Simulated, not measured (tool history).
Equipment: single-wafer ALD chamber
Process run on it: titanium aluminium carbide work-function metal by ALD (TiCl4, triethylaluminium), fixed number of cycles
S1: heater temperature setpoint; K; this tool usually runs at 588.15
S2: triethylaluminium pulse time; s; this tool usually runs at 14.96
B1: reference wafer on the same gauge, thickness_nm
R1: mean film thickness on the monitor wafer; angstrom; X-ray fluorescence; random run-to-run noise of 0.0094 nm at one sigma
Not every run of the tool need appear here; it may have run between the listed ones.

run    hour      S1     S2     B1     R1
  1       0  581.15  14.96   2.29  20.27
  2      48  581.15  14.96  2.292  20.28
  3   108.5  581.15  14.96  2.287  20.24
  4   177.1  600.15  14.96   2.29  21.71
  5   213.2  600.15  14.96  2.291  21.82
  6   258.1  600.15  14.96   2.29  21.87
  7   337.6  592.15  14.96  2.289   21.1
  8   636.7  592.15  14.96  2.293  20.92
      663.7  -- triethylaluminium bottle replaced
  9     743  592.15  14.96   2.29  21.32
 10   848.3  588.15  14.96   2.29  20.84
      886.3  -- showerhead replaced
 11   923.5  588.15  14.96  2.291  20.69
 12   999.2  588.15  14.96  2.291  20.77
 13  1103.1  588.15  16.52  2.291   20.9
 14    1205  595.15   12.2  2.289  21.25
 15  1281.8  588.15  14.96  2.291  20.78
 16  1404.7  588.15  14.96  2.289  20.52
     1505.4  -- gauge calibrated
       1538  -- thermocouple changed; heater temperature recalibrated
 17  1712.4  588.15  14.96  2.289  20.56
 18  1750.3  603.15  17.01   2.29  22.04
 19  1805.4  588.15  11.72  2.289  19.61
     1844.5  -- triethylaluminium bottle replaced
 20  1899.1  596.15  10.04   2.29  21.08
 21  1935.6  588.15  10.52  2.291  20.48
 22  2031.6  588.15  14.96  2.291  20.99
 23  2354.6  588.15  12.65  2.292   20.7
 24  2417.7  588.15  14.96  2.292  20.86

Each row is a separate what-if for the run after 24, all from the same tool condition, not one after another. Results?
  A  2418.1  588.15  14.96   ?   ?
  B  2418.1  600.15  12.41   ?   ?
  C  2418.1  599.15  18.45   ?   ?
  D  2418.1  582.15  12.23   ?   ?

run    B1     R1
  A  2.29  20.85
  B  2.29  21.63
  C  2.29  21.88
  D  2.29  20.16
What these runs would have given with no unlogged condition in the tool:
run     R1
  A  20.93
  B  21.78
  C  21.92
  D   20.3

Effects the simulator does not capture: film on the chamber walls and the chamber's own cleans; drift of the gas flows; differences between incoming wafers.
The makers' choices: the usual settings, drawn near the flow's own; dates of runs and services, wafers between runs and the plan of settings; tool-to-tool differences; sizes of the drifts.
